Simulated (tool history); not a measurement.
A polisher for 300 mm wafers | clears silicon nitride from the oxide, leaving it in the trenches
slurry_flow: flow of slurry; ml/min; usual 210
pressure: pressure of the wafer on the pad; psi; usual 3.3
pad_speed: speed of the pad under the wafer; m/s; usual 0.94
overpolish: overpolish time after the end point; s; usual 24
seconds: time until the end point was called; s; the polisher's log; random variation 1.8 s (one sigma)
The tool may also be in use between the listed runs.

| run | hour | slurry_flow | pressure | pad_speed | overpolish | wafers since the last listed run | wafers polished on this pad | hours since the slurry nozzle was cleaned | hours since the head pressure was calibrated | incoming thickness of the incoming film, nm | seconds |
|---|---|---|---|---|---|---|---|---|---|---|---|
| 1 | 0 | 195 | 3.3 | 1.12 | 24 | 0 | 1445 | 84.1 | 274.7 | 94.5 | 92.8 |
| 2 | 68.5 | 195 | 3.3 | 1.12 | 24 | 396 | 1842 | 152.6 | 343.2 | 95.1 | 97.5 |
| 3 | 116.1 | 210 | 3.3 | 0.94 | 24 | 275 | 2118 | 200.2 | 390.8 | 94.5 | 117 |
|  | 133.8 | worn pad replaced by a new one |
| 4 | 200.7 | 210 | 3.3 | 0.94 | 24 | 466 | 387 | 284.8 | 475.4 | 92.9 | 100.8 |
| 5 | 236.8 | 210 | 3.3 | 0.94 | 24 | 209 | 596 | 320.9 | 511.5 | 95.7 | 101.1 |
| 6 | 335.9 | 210 | 3.3 | 0.94 | 24 | 574 | 1170 | 420 | 610.6 | 95.8 | 103.9 |
|  | 380.3 | slurry nozzle cleaned |
|  | 405.8 | head pressure recalibrated |
| 7 | 419 | 210 | 3.3 | 0.94 | 24 | 464 | 1634 | 38.7 | 13.2 | 95.6 | 111.3 |
|  | 518.4 | worn pad replaced by a new one |
| 8 | 518.9 | 210 | 3.3 | 0.94 | 24 | 555 | 2 | 138.6 | 113.1 | 93.6 | 97.1 |
| 9 | 560.7 | 210 | 3.3 | 0.94 | 24 | 242 | 245 | 180.4 | 154.9 | 94.6 | 99.7 |
| 10 | 608.7 | 165 | 3.3 | 1.08 | 24 | 278 | 523 | 228.4 | 202.9 | 95.9 | 89.1 |
| 11 | 703.5 | 165 | 3.3 | 1.08 | 24 | 549 | 1072 | 323.2 | 297.7 | 95.5 | 92.6 |
|  | 778.1 | slurry nozzle cleaned |
| 12 | 793.6 | 210 | 2.4 | 0.94 | 37 | 516 | 1588 | 15.5 | 387.8 | 95.8 | 147.4 |
|  | 853.5 | worn pad replaced by a new one |
| 13 | 854 | 265 | 3.8 | 0.94 | 17 | 326 | 2 | 75.9 | 448.2 | 93.3 | 83.1 |
|  | 1008.7 | head pressure recalibrated |
| 14 | 1130 | 210 | 3.3 | 1.04 | 24 | 1587 | 1590 | 351.9 | 121.3 | 96.2 | 101.8 |
|  | 1196.4 | worn pad replaced by a new one |
|  | 1225.4 | slurry nozzle cleaned |
| 15 | 1269.3 | 210 | 3.3 | 0.94 | 24 | 778 | 416 | 43.9 | 260.6 | 96.6 | 104.8 |
| 16 | 1332.9 | 245 | 3.3 | 0.94 | 24 | 368 | 784 | 107.5 | 324.2 | 93.3 | 101.3 |
| 17 | 1415.9 | 210 | 2.5 | 0.94 | 17 | 480 | 1265 | 190.5 | 407.2 | 95.7 | 137.6 |
| 18 | 1473.6 | 210 | 3.3 | 0.94 | 36 | 334 | 1600 | 248.2 | 464.9 | 95.7 | 109.1 |
|  | 1551.6 | worn pad replaced by a new one |
| 19 | 1557 | 210 | 2.3 | 0.94 | 37 | 460 | 31 | 331.6 | 548.3 | 95.5 | 135.9 |
| 20 | 1595.4 | 280 | 2.4 | 1.24 | 24 | 222 | 254 | 370 | 586.7 | 95.5 | 100.3 |
|  | 1598.9 | head pressure recalibrated |
|  | 1613.9 | slurry nozzle cleaned |
| 21 | 1703 | 210 | 3.3 | 0.94 | 24 | 606 | 860 | 89.1 | 104.1 | 94.1 | 100.9 |
| 22 | 1753.6 | 155 | 3.8 | 0.84 | 33 | 293 | 1153 | 139.7 | 154.7 | 95.2 | 107.4 |

5 ways to go on from here, each from the tool as it stands after run 22. What would each give?
| A | 1754.1 | 180 | 3.3 | 0.94 | 24 | 2 | 1156 | 140.2 | 155.2 | 96.9 | ? |
| B | 1754.1 | 210 | 2.5 | 1.1 | 24 | 2 | 1156 | 140.2 | 155.2 | 96.9 | ? |
| C | 1754.1 | 255 | 3.3 | 0.82 | 32 | 2 | 1156 | 140.2 | 155.2 | 96.9 | ? |
| D | 1754.1 | 210 | 3.3 | 0.66 | 24 | 2 | 1156 | 140.2 | 155.2 | 96.9 | ? |
| E | 1754.1 | 175 | 3.3 | 1.14 | 24 | 2 | 1156 | 140.2 | 155.2 | 96.9 | ? |

| run | seconds |
|---|---|
| A | 109 |
| B | 118.8 |
| C | 120.5 |
| D | 152.6 |
| E | 90.2 |
Without the tool's hidden state the same runs would have given:
| run | seconds |
|---|---|
| A | 103.5 |
| B | 112.9 |
| C | 114.5 |
| D | 145 |
| E | 85.7 |
